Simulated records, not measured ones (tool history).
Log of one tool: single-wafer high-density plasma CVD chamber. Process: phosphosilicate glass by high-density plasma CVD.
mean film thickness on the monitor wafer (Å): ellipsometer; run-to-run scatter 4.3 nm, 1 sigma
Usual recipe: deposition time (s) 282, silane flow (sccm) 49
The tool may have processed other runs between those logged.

run	hour	deposition time (s)	silane flow (sccm)	read-back reference wafer on the same gauge, thickness_nm	mean film thickness on the monitor wafer (Å)
1	0	282	53	1351.103	14450.78
2	23.3	282	53	1349.451	14479.71
3	40.7	282	53	1349.969	14391.53
4	67.6	297	44	1349.987	12662.6
5	136.7	297	44	1348.648	12540.81
6	160.1	240	49	1349.604	11333.56
7	172.5	240	49	1350.428	11385.17
8	191.8	282	51	1350.866	13835.79
9	252.9	282	51	1350.263	13787.47
10	266.4	282	54	1351.454	14658.4
11	297.6	282	49	1349.534	13254.84
12	311	257	49	1351.906	12159.04
13	323.2	282	49	1350.102	13293.21
14	339.3	282	49	1348.983	13367.35
15	351.5	282	49	1350.179	13276.67
16	367.8	282	49	1350.47	13264.36
17	389.1	282	49	1349.669	13288.7
18	419.1	282	57	1349.488	15422.76
19	521	282	57	1349.5	15289.6
20	544.1	282	57	1350.385	15427.71
21	567.1	282	49	1349.746	13210.21
22	601.5	282	49	1349.487	13179.24
23	626.4	282	49	1348.791	13252.61
24	645.6	251	55	1350.191	13228.56
25	681.2	247	56	1350.749	13169.26
26	708.9	311	41	1351.244	12143.74
27	728.8	282	49	1349.735	13197.52
# hour 730.7: gauge calibrated
28	760.6	320	43	1350.251	13135.39
29	793.6	297	44	1349.241	12469.57
30	818.3	282	49	1350.241	13215.13
31	833.1	282	49	1348.294	13184.84
32	846.9	282	51	1350.522	13800.74
# hour 872.5: silane flow controller replaced
33	873	332	46	1350.241	15321.96
34	887.7	300	54	1350.55	16176.62
35	911.3	338	55	1350.361	18480.56
36	945.6	330	53	1349.731	17439.2
37	958	337	53	1349.905	17857.52
38	986	333	53	1349.022	17663.26
39	1021.5	338	52	1350.484	17593.17
40	1039.5	282	42	1351.489	11823.54
41	1059.5	282	49	1349.184	13746.54
42	1089.4	282	49	1350.201	13709.41
43	1101.9	300	52	1349.612	15501.47
44	1129.8	240	49	1348.514	11723.98
45	1160.7	282	49	1349.597	13790.39
46	1194	282	57	1350.87	15965.12

Each row is a separate what-if for the run after 46, all from the same tool condition, not one after another. Results?
A	1194.5	298	49	?	?
B	1194.5	231	46	?	?
C	1194.5	323	49	?	?

run	read-back reference wafer on the same gauge, thickness_nm	mean film thickness on the monitor wafer (Å)
A	1349.28	14499.61
B	1349.28	10551.49
C	1349.28	15716.02
With the hidden condition removed and each run's random variation left untouched, the same runs would have given:
run	mean film thickness on the monitor wafer (Å)
A	14595.9
B	10621.56
C	15820.39
